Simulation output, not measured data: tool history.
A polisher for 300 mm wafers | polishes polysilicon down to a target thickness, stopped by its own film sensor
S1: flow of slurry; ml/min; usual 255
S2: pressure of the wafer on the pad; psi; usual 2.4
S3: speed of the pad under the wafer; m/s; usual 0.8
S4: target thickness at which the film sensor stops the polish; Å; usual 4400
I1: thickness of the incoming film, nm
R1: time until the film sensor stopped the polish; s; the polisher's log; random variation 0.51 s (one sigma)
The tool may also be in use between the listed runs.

run,hour,S1,S2,S3,S4,I1,R1
1,0,255,3,0.96,4400,840.9,49
2,11.4,255,3,0.96,4400,854.5,50.9
3,24.1,255,3,0.96,4400,833.5,48.4
4,33.3,255,2.4,0.88,4400,846.1,68.4
5,48.1,255,2.4,0.88,4400,828.9,65.9
6,62.5,255,2.4,0.88,4400,844.3,69
7,75.1,255,2.4,0.8,5010,833,62
8,90.4,255,2.7,0.8,5780,836.8,43.8
9,105.5,255,2.4,0.7,4400,854.5,89.4
# hour 111.5: worn pad replaced by a new one
# hour 114.3: head pressure recalibrated
# hour 118.6: slurry nozzle cleaned
10,119.1,255,3,0.96,4400,836.1,52.5
11,128.4,255,2.4,0.8,4400,850,81.4
12,142.1,255,2,0.62,3690,855.8,149.9
13,159.6,290,2.7,0.8,5700,831.4,44.9
14,174.3,255,2.4,0.8,4400,847.3,80.3
15,188.3,255,2.6,0.8,4400,845.4,74.3

Forecast each of these 5 alternatives for the next run:
A,188.7,255,2.4,0.8,4400,834,?
B,188.7,255,2,0.94,5440,834,?
C,188.7,300,2.4,0.8,4400,834,?
D,188.7,255,2.4,0.8,3140,834,?
E,188.7,190,1.8,0.72,4880,834,?

run,R1
A,78.3
B,58.8
C,77.4
D,103.3
E,104
Without the tool's hidden state the same runs would have given:
run,R1
A,78.4
B,58.9
C,77.5
D,103.4
E,104.2

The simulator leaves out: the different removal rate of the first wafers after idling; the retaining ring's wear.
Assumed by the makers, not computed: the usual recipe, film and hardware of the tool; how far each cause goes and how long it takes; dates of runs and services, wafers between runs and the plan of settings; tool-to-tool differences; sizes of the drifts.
